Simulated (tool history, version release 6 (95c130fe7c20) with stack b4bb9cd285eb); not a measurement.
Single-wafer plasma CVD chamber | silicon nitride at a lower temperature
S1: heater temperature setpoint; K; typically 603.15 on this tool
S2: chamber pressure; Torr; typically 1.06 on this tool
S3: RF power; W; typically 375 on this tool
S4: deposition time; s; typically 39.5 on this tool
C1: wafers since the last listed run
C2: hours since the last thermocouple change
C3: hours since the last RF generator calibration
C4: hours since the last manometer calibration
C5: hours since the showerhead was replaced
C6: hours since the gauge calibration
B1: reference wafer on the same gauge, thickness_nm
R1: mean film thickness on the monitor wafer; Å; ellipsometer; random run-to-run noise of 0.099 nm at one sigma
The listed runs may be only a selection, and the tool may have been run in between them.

run    hour      S1    S2   S3    S4    C1      C2      C3      C4      C5      C6      B1      R1
  1       0  603.15  1.06  375  39.5     0  1079.1   596.5   843.2  2371.8  1013.1  46.809  451.65
  2    24.9  603.15  1.06  430  36.5   519    1104   621.4   868.1  2396.7    1038  46.799     459
  3    94.8  603.15  1.16  375  39.5  1458  1173.9   691.3     938  2466.6  1107.9  46.792  472.39
  4   137.7  603.15  1.06  375  39.5   895  1216.8   734.2   980.9  2509.5  1150.8  46.839  450.96
  5   327.5  603.15  1.06  375  39.5  3961  1406.6     924  1170.7  2699.3  1340.6  46.764  450.41
      348.3  -- showerhead replaced
  6   397.8  603.15  1.06  375  41.8  1300  1476.9   994.3    1241    49.5  1410.9  46.775  475.34
  7   458.6  603.15  1.06  375  41.8  1268  1537.7  1055.1  1301.8   110.3  1471.7  46.804  475.69
  8   503.9  603.15  1.06  375  39.5   945    1583  1100.4  1347.1   155.6    1517   46.76  449.35
  9   533.4  603.15  1.06  375  39.5   615  1612.5  1129.9  1376.6   185.1  1546.5  46.763  448.03
      569.3  -- capacitance manometer re-zeroed and calibrated
 10   591.3  603.15  1.06  375  39.5  1041  1670.4  1187.8      22     243  1604.4  46.828  457.37
 11   641.8  603.15  1.06  375  35.8  1053  1720.9  1238.3    72.5   293.5  1654.9  46.782  413.69
 12   689.2  603.15  1.06  375  39.5   989  1768.3  1285.7   119.9   340.9  1702.3  46.787  455.12
 13     858  603.15  1.26  440  42.5  3522  1937.1  1454.5   288.7   509.7  1871.1  46.812   593.2
 14   921.7  603.15  1.06  375  39.5  1329  2000.8  1518.2   352.4   573.4  1934.8  46.807  452.24
 15   962.5  598.15  1.15  375  44.7   851  2041.6    1559   393.2   614.2  1975.6  46.787  532.47
       1070  -- gauge calibrated
     1154.3  -- RF generator calibrated
 16  1176.7  603.15  1.06  375  39.5  4303  2255.8    22.4   607.4   828.4   106.7  46.809  456.01
 17  1222.8  597.15  0.99  305  39.5   962  2301.9    68.5   653.5   874.5   152.8  46.856  372.16
 18    1247  603.15  1.06  375  41.7   505  2326.1    92.7   677.7   898.7     177  46.776  479.93
     1264.8  -- thermocouple changed; heater temperature recalibrated
 19  1298.4  597.15  1.06  375  39.5   905    33.6   144.1   729.1   950.1   228.4  46.821  454.03
 20  1346.1  612.15  1.06  375  39.5   995    81.3   191.8   776.8   997.8   276.1  46.796  452.93
 21  1391.2  603.15  1.06  375  39.5   941   126.4   236.9   821.9  1042.9   321.2  46.816  453.29
 22  1424.2  603.15  1.06  375  39.5   688   159.4   269.9   854.9  1075.9   354.2  46.798  452.52
 23  1488.1  609.15  1.27  435  39.5  1333   223.3   333.8   918.8  1139.8   418.1  46.795  548.53
 24  1688.2  603.15  1.06  375  39.5  4176   423.4   533.9  1118.9  1339.9   618.2  46.787  451.55
 25  1754.7  603.15  1.06  375  45.3  1387   489.9   600.4  1185.4  1406.4   684.7  46.783  516.58
 26  1791.2  603.15  1.06  375  39.5   761   526.4   636.9  1221.9  1442.9   721.2  46.778  450.39
 27  1825.9  598.15  1.06  375  39.5   724   561.1   671.6  1256.6  1477.6   755.9  46.786  450.39

For some of the steps in R1 from one run to the next: how much would appear even if the tool had no hidden state, given the settings, what came in and random variation, and how much remains for the hidden state plus any gauge scatter that the measured result and the result without hidden state don't share?
The tool's hidden condition here consists of: wafer temperature above the value expected at the setpoint (K); delivered RF power above the setpoint (%); true pressure above the setpoint (%); gauge reads high (%).
Run 9 -> 10: capacitance manometer re-zeroed and calibrated. R1 +9.34 Å: hidden state +9.71, all else -0.37.
Run 12 -> 13: S2 1.06 -> 1.26, S3 375 -> 440, S4 39.5 -> 42.5. R1 +138.08 Å: hidden state -5.4, all else +143.48.
Run 13 -> 14: S2 1.26 -> 1.06, S3 440 -> 375, S4 42.5 -> 39.5. R1 -140.96 Å: hidden state +1.5, all else -142.46.
Run 15 -> 16: S1 598.15 -> 603.15, S2 1.15 -> 1.06, S4 44.7 -> 39.5, gauge calibrated, RF generator calibrated. R1 -76.46 Å: hidden state +5.5, all else -81.96.

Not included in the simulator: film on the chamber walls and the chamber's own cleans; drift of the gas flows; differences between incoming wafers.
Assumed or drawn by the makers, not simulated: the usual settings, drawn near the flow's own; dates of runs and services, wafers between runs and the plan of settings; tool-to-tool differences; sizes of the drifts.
